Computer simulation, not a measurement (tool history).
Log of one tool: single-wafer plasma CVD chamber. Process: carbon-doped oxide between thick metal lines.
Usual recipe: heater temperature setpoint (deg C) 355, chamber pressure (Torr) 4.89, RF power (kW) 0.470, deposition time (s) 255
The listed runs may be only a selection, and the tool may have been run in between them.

run    hour  heater temperature setpoint (deg C)  chamber pressure (Torr)  RF power (kW)  deposition time (s)  read-back reference wafer on the same gauge, thickness_nm  mean film thickness on the monitor wafer (angstrom)
  1     0.0                                  355                     4.36          0.470                  255                                                   1050.093                                             11856.88
  2    81.8                                  355                     4.36          0.470                  255                                                   1049.689                                             11915.43
  3   145.9                                  355                     4.36          0.470                  255                                                   1049.963                                             11896.63
  4   189.3                                  355                     4.89          0.470                  275                                                   1050.374                                             13116.14
  5   284.7                                  355                     4.89          0.470                  275                                                   1050.374                                             13031.39
  6   352.1                                  355                     4.89          0.470                  275                                                   1049.717                                             13077.65
  7   405.0                                  355                     4.89          0.470                  255                                                   1049.900                                             12163.22
  8   496.0                                  355                     4.89          0.470                  255                                                   1049.903                                             12208.17
  9   554.5                                  355                     4.89          0.470                  255                                                   1049.738                                             12181.10
      605.4  -- gauge calibrated
 10   643.4                                  355                     4.89          0.470                  255                                                   1050.033                                             12222.23
      654.0  -- thermocouple changed; heater temperature recalibrated
 11   731.5                                  348                     4.89          0.470                  284                                                   1049.931                                             13423.23
 12   825.3                                  348                     4.89          0.470                  284                                                   1050.331                                             13471.22
 13   931.9                                  355                     4.89          0.470                  255                                                   1050.070                                             11864.35
 14  1006.8                                  355                     4.89          0.380                  255                                                   1050.041                                             10369.62
 15  1050.5                                  355                     5.93          0.470                  255                                                   1050.475                                             12224.15
     1067.2  -- thermocouple changed; heater temperature recalibrated, repeated, since the last time left the tool worse
 16  1116.0                                  355                     4.89          0.470                  255                                                   1050.017                                             12056.22
     1205.1  -- showerhead replaced
     1220.7  -- RF generator calibrated
     1302.5  -- capacitance manometer re-zeroed and calibrated
 17  1437.9                                  355                     4.89          0.440                  213                                                   1050.023                                              9690.73
 18  1482.6                                  355                     3.72          0.470                  255                                                   1049.646                                             11639.30
 19  1573.3                                  343                     4.30          0.390                  228                                                   1050.230                                              9679.33
 20  1628.2                                  355                     4.89          0.505                  255                                                   1050.365                                             12650.73
 21  1664.4                                  355                     4.89          0.470                  255                                                   1049.971                                             12049.30
 22  1725.9                                  355                     4.89          0.470                  255                                                   1050.552                                             12087.81
 23  1822.0                                  355                     3.79          0.440                  255                                                   1050.149                                             11229.36
 24  1865.6                                  342                     4.89          0.470                  232                                                   1049.964                                             11419.44

Here are 5 independent what-if runs from the current tool condition. What would each one return?
  A  1866.1                                  355                     4.89          0.470                  236                                                          ?                                                    ?
  B  1866.1                                  365                     4.89          0.495                  255                                                          ?                                                    ?
  C  1866.1                                  341                     4.15          0.535                  255                                                          ?                                                    ?
  D  1866.1                                  342                     5.61          0.470                  255                                                          ?                                                    ?
  E  1866.1                                  355                     5.59          0.515                  255                                                          ?                                                    ?

run  read-back reference wafer on the same gauge, thickness_nm  mean film thickness on the monitor wafer (angstrom)
  A                                                   1050.387                                             11244.44
  B                                                   1050.387                                             12230.38
  C                                                   1050.387                                             13240.36
  D                                                   1050.387                                             12829.23
  E                                                   1050.387                                             13070.11
The same runs, with their run-to-run variation unchanged, on a tool lacking any hidden condition would have given:
run  mean film thickness on the monitor wafer (angstrom)
  A                                             11190.10
  B                                             12177.02
  C                                             13166.49
  D                                             12759.94
  E                                             13006.95
